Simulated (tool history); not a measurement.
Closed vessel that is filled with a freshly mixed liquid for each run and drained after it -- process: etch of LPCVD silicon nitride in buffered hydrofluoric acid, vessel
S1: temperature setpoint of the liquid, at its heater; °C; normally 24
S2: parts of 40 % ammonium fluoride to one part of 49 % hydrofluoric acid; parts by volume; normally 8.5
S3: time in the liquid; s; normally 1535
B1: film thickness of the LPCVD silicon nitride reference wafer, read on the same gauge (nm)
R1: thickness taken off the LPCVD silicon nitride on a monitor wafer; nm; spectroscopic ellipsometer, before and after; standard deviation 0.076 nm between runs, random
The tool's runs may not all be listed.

run,hour,S1,S2,S3,B1,R1
1,0,24,8.5,1120,90,18.45
2,22.1,24,8.5,1120,89.97,18.47
3,46.3,24,8.5,1120,89.99,18.44
# hour 70.3: thermometer replaced
4,79.8,24,8.5,1535,89.98,25.29
5,99.4,24,8.5,1535,90.02,25.23
# hour 122.4: hydrofluoric acid flow meter replaced
6,132.1,24,8.5,1535,90,25.08
7,157.1,24,8.5,1535,89.99,25.29
# hour 188.2: gauge calibrated
8,188.9,24,8.5,1535,89.97,25.13
9,216.2,24,7,2160,90.01,43.87
10,234.1,24,5.5,2370,89.99,59.19
11,269.5,24,5.5,1535,89.99,38.25
12,289.9,20.5,6,1290,90.03,24.65
13,323.8,24,10,2410,89.98,34.95
14,337.5,21,6,660,89.99,13
15,364.7,19.5,11,1535,89.98,15.77
16,399.1,24,8.5,1535,89.96,25.12
17,417,21.5,7,1535,89.98,27.21
18,448.4,24,8.5,1535,89.97,25.19
19,462.4,24,8.5,1535,89.99,25.28
20,491.8,24,8.5,1535,89.98,25.16
21,507.1,24,8.5,1535,89.99,25.21
22,519.8,27.5,12,1180,90.02,17.23
23,553.1,24,8.5,1535,89.98,25.13
# hour 562.9: hydrofluoric acid flow meter replaced
24,573.5,20.5,11,1535,90.02,16.77
25,596.2,24,12,1535,89.98,18.6
26,613.1,24,8.5,1535,90.02,25.17
27,631.6,24,8.5,1835,89.98,30.26
28,652.4,19.5,10,1535,90.03,17.38
29,667.6,24,6,1535,89.98,35.67
30,703.1,21,6,660,90.01,12.95
31,728.9,24,8.5,2065,90,34.14
32,745.8,26,7,1535,89.98,34.74

Forecast each of these 4 alternatives for the next run:
A,746.9,24,11,1535,?,?
B,746.9,20.5,11,760,?,?
C,746.9,19.5,9.5,1535,?,?
D,746.9,24,9.5,1535,?,?

run,B1,R1
A,90.02,20.2
B,90.02,8.25
C,90.02,17.85
D,90.02,22.9
Stripped of hidden state, with their random variation kept, the same runs would have yielded:
run,R1
A,20.2
B,8.25
C,17.85
D,22.9

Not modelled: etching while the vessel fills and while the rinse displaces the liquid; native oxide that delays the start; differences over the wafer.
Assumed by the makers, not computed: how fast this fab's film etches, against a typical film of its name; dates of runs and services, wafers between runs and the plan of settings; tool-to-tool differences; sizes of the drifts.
